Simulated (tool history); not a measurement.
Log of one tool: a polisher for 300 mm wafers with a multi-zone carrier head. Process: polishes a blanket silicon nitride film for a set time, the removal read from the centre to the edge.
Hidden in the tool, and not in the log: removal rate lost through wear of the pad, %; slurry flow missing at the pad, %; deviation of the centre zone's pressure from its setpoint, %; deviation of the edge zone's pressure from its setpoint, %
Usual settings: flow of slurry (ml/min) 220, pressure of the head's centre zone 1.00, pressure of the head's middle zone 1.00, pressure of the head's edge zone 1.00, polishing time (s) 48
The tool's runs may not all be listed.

| run | day | flow of slurry (ml/min) | pressure of the head's centre zone | pressure of the head's middle zone | pressure of the head's edge zone | polishing time (s) | wafers since the last listed run | wafers polished on this pad | hours since the slurry nozzle was cleaned | hours since the centre zone pressure was calibrated | hours since the edge zone pressure was calibrated | hours since the carrier head's membrane was replaced | incoming thickness of the incoming film, nm | film removed at the wafer's centre (Å) | film removed at mid-radius (Å) | film removed at the wafer's edge (Å) |
|---|---|---|---|---|---|---|---|---|---|---|---|---|---|---|---|---|
| 1 | 0.000 | 220 | 1.00 | 1.00 | 1.00 | 48 | 0 | 1360 | 86.6 | 482.0 | 134.0 | 893.5 | 456.0 | 1120 | 1064 | 1066 |
| 2 | 1.621 | 220 | 1.00 | 1.00 | 1.00 | 34 | 329 | 1689 | 125.5 | 520.9 | 172.9 | 932.4 | 453.1 | 802 | 757 | 755 |
| 3 | 4.888 | 220 | 1.00 | 1.00 | 1.00 | 34 | 663 | 2352 | 203.9 | 599.3 | 251.3 | 1010.8 | 463.0 | 800 | 744 | 757 |
|  | 5.496 | carrier head's membrane replaced by a new one |
| 4 | 6.883 | 220 | 1.00 | 1.00 | 1.00 | 34 | 362 | 2715 | 251.8 | 647.2 | 299.2 | 33.3 | 469.4 | 793 | 737 | 760 |
|  | 8.588 | worn pad replaced by a new one |
| 5 | 8.608 | 220 | 1.00 | 1.00 | 1.00 | 48 | 316 | 4 | 293.2 | 688.6 | 340.6 | 74.7 | 463.8 | 1130 | 1038 | 1076 |
|  | 9.800 | edge zone pressure recalibrated |
| 6 | 11.388 | 220 | 1.00 | 1.00 | 1.00 | 48 | 547 | 551 | 359.9 | 755.3 | 38.1 | 141.4 | 461.5 | 1131 | 1046 | 1067 |
| 7 | 13.575 | 220 | 1.00 | 1.00 | 1.00 | 48 | 444 | 995 | 412.4 | 807.8 | 90.6 | 193.9 | 467.2 | 1125 | 1052 | 1073 |
|  | 14.067 | centre zone pressure recalibrated |
| 8 | 23.096 | 220 | 1.00 | 1.00 | 1.00 | 48 | 1915 | 2911 | 640.9 | 216.7 | 319.1 | 422.4 | 461.1 | 1230 | 1067 | 1085 |
| 9 | 24.846 | 220 | 1.00 | 1.00 | 1.00 | 48 | 355 | 3266 | 682.9 | 258.7 | 361.1 | 464.4 | 459.1 | 1230 | 1042 | 1066 |
|  | 25.596 | worn pad replaced by a new one |
| 10 | 27.208 | 220 | 1.00 | 1.00 | 0.90 | 38 | 445 | 327 | 739.6 | 315.4 | 417.8 | 521.1 | 461.6 | 978 | 833 | 803 |
|  | 27.325 | edge zone pressure recalibrated |
|  | 28.171 | centre zone pressure recalibrated, repeated, since the last time left the tool worse |
| 11 | 28.746 | 150 | 0.94 | 1.10 | 0.91 | 48 | 278 | 605 | 776.5 | 13.8 | 34.1 | 558.0 | 459.3 | 955 | 1105 | 1003 |
| 12 | 30.279 | 220 | 1.06 | 1.00 | 1.00 | 48 | 311 | 917 | 813.3 | 50.6 | 70.9 | 594.8 | 463.1 | 1152 | 1060 | 1084 |
|  | 33.729 | slurry nozzle cleaned |
| 13 | 34.712 | 220 | 1.00 | 1.12 | 1.00 | 48 | 891 | 1808 | 23.6 | 157.0 | 177.3 | 701.2 | 456.2 | 1092 | 1157 | 1072 |
| 14 | 37.821 | 220 | 1.00 | 1.08 | 0.91 | 48 | 631 | 2439 | 98.2 | 231.6 | 251.9 | 775.8 | 453.7 | 1106 | 1135 | 1021 |
| 15 | 41.308 | 220 | 0.91 | 1.00 | 1.00 | 48 | 708 | 3147 | 181.9 | 315.3 | 335.6 | 859.5 | 462.8 | 1020 | 1044 | 1070 |
|  | 44.054 | worn pad replaced by a new one |
| 16 | 44.075 | 220 | 1.00 | 1.00 | 1.00 | 48 | 527 | 4 | 248.3 | 381.7 | 402.0 | 925.9 | 463.2 | 1139 | 1045 | 1068 |
|  | 44.633 | edge zone pressure recalibrated |
| 17 | 47.288 | 220 | 1.00 | 1.00 | 1.00 | 48 | 635 | 639 | 325.4 | 458.8 | 63.7 | 1003.0 | 460.2 | 1136 | 1039 | 1055 |
|  | 50.425 | carrier head's membrane replaced by a new one |
| 18 | 51.254 | 165 | 0.96 | 1.08 | 1.00 | 48 | 763 | 1402 | 420.6 | 554.0 | 158.9 | 19.9 | 454.6 | 1054 | 1100 | 1060 |
| 19 | 54.142 | 220 | 1.00 | 1.00 | 0.90 | 38 | 586 | 1988 | 489.9 | 623.3 | 228.2 | 89.2 | 452.6 | 894 | 824 | 806 |
| 20 | 58.471 | 175 | 1.08 | 0.89 | 1.00 | 34 | 878 | 2867 | 593.8 | 727.2 | 332.1 | 193.1 | 461.1 | 845 | 669 | 751 |
| 21 | 60.788 | 220 | 0.95 | 1.00 | 1.00 | 48 | 470 | 3338 | 649.4 | 782.8 | 387.7 | 248.7 | 469.6 | 1085 | 1055 | 1069 |
|  | 62.225 | worn pad replaced by a new one |
|  | 62.525 | edge zone pressure recalibrated |
|  | 64.700 | slurry nozzle cleaned |
| 22 | 66.700 | 220 | 1.05 | 0.95 | 1.04 | 48 | 1141 | 882 | 48.0 | 924.7 | 100.2 | 390.6 | 456.6 | 1201 | 1007 | 1076 |

4 ways to go on from here, each from the tool as it stands after run 22. What would each give?
| A | 66.717 | 285 | 1.00 | 1.00 | 1.00 | 48 | 3 | 886 | 48.4 | 925.1 | 100.6 | 391.0 | 457.5 | ? | ? | ? |
| B | 66.717 | 220 | 1.00 | 1.10 | 0.89 | 56 | 3 | 886 | 48.4 | 925.1 | 100.6 | 391.0 | 457.5 | ? | ? | ? |
| C | 66.717 | 220 | 1.00 | 1.00 | 1.10 | 37 | 3 | 886 | 48.4 | 925.1 | 100.6 | 391.0 | 457.5 | ? | ? | ? |
| D | 66.717 | 220 | 1.10 | 1.00 | 1.00 | 55 | 3 | 886 | 48.4 | 925.1 | 100.6 | 391.0 | 457.5 | ? | ? | ? |

| run | film removed at the wafer's centre (Å) | film removed at mid-radius (Å) | film removed at the wafer's edge (Å) |
|---|---|---|---|
| A | 1159 | 1081 | 1084 |
| B | 1320 | 1339 | 1176 |
| C | 872 | 815 | 862 |
| D | 1426 | 1212 | 1222 |
Without the tool's hidden state the same runs would have given:
| run | film removed at the wafer's centre (Å) | film removed at mid-radius (Å) | film removed at the wafer's edge (Å) |
|---|---|---|---|
| A | 1096 | 1082 | 1084 |
| B | 1249 | 1339 | 1176 |
| C | 824 | 816 | 862 |
| D | 1349 | 1212 | 1222 |
